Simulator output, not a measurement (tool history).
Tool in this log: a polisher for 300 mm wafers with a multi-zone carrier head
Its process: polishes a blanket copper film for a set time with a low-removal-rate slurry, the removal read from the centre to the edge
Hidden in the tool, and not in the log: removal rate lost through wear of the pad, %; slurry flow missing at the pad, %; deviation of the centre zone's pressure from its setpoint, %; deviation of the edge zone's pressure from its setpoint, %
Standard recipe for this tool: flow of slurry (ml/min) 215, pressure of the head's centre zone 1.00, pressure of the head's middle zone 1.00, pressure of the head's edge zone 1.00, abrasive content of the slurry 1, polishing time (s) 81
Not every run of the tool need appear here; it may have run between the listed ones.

run   hour  flow of slurry (ml/min)  pressure of the head's centre zone  pressure of the head's middle zone  pressure of the head's edge zone  abrasive content of the slurry  polishing time (s)  wafers since the last listed run  wafers polished on this pad  hours since the slurry nozzle was cleaned  hours since the centre zone pressure was calibrated  hours since the edge zone pressure was calibrated  hours since the carrier head's membrane was replaced  incoming thickness of the incoming film, nm  film removed at the wafer's centre (Å)  film removed at mid-radius (Å)  film removed at the wafer's edge (Å)
  1    0.0                      215                                1.00                                1.00                              1.00                               1                  81                                 0                          549                                      524.2                                                849.3                                             1503.8                                                1647.7                                        851.7                                    1572                            1467                                  1423
       4.2  -- centre zone pressure recalibrated
  2   14.4                      215                                1.00                                1.00                              1.00                               1                  81                                86                          635                                      538.6                                                 10.2                                             1518.2                                                1662.1                                        849.0                                    1662                            1445                                  1396
  3   31.9                      215                                1.00                                1.00                              1.00                               1                  81                               122                          758                                      556.1                                                 27.7                                             1535.7                                                1679.6                                        855.1                                    1616                            1457                                  1411
      42.1  -- carrier head's membrane replaced by a new one
  4   44.7                      215                                1.00                                0.93                              1.00                               1                  81                                54                          812                                      568.9                                                 40.5                                             1548.5                                                   2.6                                        859.2                                    1653                            1394                                  1416
  5   54.7                      215                                0.88                                1.00                              1.00                               1                  81                                69                          882                                      578.9                                                 50.5                                             1558.5                                                  12.6                                        852.5                                    1463                            1437                                  1414
  6   67.6                      215                                1.09                                1.00                              1.00                               1                 101                                90                          972                                      591.8                                                 63.4                                             1571.4                                                  25.5                                        846.1                                    2245                            1810                                  1734
  7   83.8                      185                                1.00                                1.05                              0.95                               1                 101                               113                         1085                                      608.0                                                 79.6                                             1587.6                                                  41.7                                        853.1                                    1980                            1806                                  1678
      88.7  -- slurry nozzle cleaned
  8   90.8                      215                                1.00                                1.10                              1.00                               1                  95                                41                         1127                                        2.1                                                 86.6                                             1594.6                                                  48.7                                        847.5                                    1913                            1770                                  1654
      94.4  -- edge zone pressure recalibrated
      97.4  -- worn pad replaced by a new one
  9   99.1                      180                                1.05                                1.00                              1.00                               1                  73                                23                           11                                       10.4                                                 94.9                                                4.7                                                  57.0                                        857.4                                    1505                            1239                                  1240
 10  117.0                      215                                1.00                                1.00                              1.00                               1                  81                               124                          136                                       28.3                                                112.8                                               22.6                                                  74.9                                        854.5                                    1658                            1448                                  1420
     124.9  -- centre zone pressure recalibrated, repeated, since the last time left the tool worse
 11  132.1                      215                                1.00                                0.93                              1.00                               1                  81                                91                          228                                       43.4                                                  7.2                                               37.7                                                  90.0                                        844.8                                    1396                            1392                                  1398

Run 12 is up next; what results do you expect?
 12  141.4                      215                                1.00                                0.89                              1.00                               1                  96                                64                          293                                       52.7                                                 16.5                                               47.0                                                  99.3                                        842.4                                       ?                               ?                                     ?

{"run 12": {"film removed at the wafer's centre (Å)": 1695, "film removed at mid-radius (Å)": 1579, "film removed at the wafer's edge (Å)": 1670}}
With no hidden state in the tool, this same run would have given film removed at the wafer's centre (Å) 1701, film removed at mid-radius (Å) 1579, film removed at the wafer's edge (Å) 1670.
